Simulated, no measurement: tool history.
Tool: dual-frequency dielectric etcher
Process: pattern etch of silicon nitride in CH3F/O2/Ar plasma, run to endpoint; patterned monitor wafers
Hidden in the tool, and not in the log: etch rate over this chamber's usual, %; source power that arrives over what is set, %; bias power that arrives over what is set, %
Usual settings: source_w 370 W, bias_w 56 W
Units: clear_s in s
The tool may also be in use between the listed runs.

run   hour  source_w  bias_w  wafers since the last listed run  hours since the last wet clean  hours since the last source power generator calibration  hours since the last bias power generator calibration  hours since the last upper electrode change  incoming incoming film thickness, nm  clear_s
  1      0       370      67                                 0                           281.8                                                   1621.4                                                 4105.6                                       3505.5                                 28.42     42.4
  2   13.7       370      67                               173                           295.5                                                   1635.1                                                 4119.3                                       3519.2                                 27.89     41.7
  3   27.1       370      67                               169                           308.9                                                   1648.5                                                 4132.7                                       3532.6                                  28.2     41.6
  4   38.2       370      56                               140                             320                                                   1659.6                                                 4143.8                                       3543.7                                  27.9     43.7
  5   54.7       370      56                               209                           336.5                                                   1676.1                                                 4160.3                                       3560.2                                 28.24     44.6
      83.4  -- wet clean of the chamber
  6   83.9       370      56                                65                             0.5                                                   1705.3                                                 4189.5                                       3589.4                                 28.29     42.8
  7   84.2       320      49                                 3                             0.8                                                   1705.6                                                 4189.8                                       3589.7                                 28.22     46.8
  8   84.5       320      49                                 3                             1.1                                                   1705.9                                                 4190.1                                         3590                                 28.66       48
  9   97.8       320      49                               168                            14.4                                                   1719.2                                                 4203.4                                       3603.3                                 28.28     47.2
 10    109       370      56                               142                            25.6                                                   1730.4                                                 4214.6                                       3614.5                                 27.85     42.4
 11  117.5       450      60                               107                            34.1                                                   1738.9                                                 4223.1                                         3623                                 27.93     38.7
 12  124.6       430      68                                90                            41.2                                                     1746                                                 4230.2                                       3630.1                                 28.44     38.6
     134.1  -- bias power generator calibrated
 13  135.4       420      48                                86                              52                                                   1756.8                                                    1.3                                       3640.9                                  28.3     42.7
     149.7  -- source power generator calibrated
 14  151.3       370      43                               150                            67.9                                                      1.6                                                   17.2                                       3656.8                                 28.51     46.5
     186.1  -- upper electrode replaced
 15  186.6       430      69                               143                           103.2                                                     36.9                                                   52.5                                          0.5                                 27.99     38.2
 16    187       420      51                                 5                           103.6                                                     37.3                                                   52.9                                          0.9                                 28.23     42.8

The next listed run, before its measurement:
 17  210.3       370      56                               295                           126.9                                                     60.6                                                   76.2                                         24.2                                 28.41        ?

Run 17 gave clear_s 43.6 s.
Without the tool's hidden state the same run would have given clear_s 42.8 s.
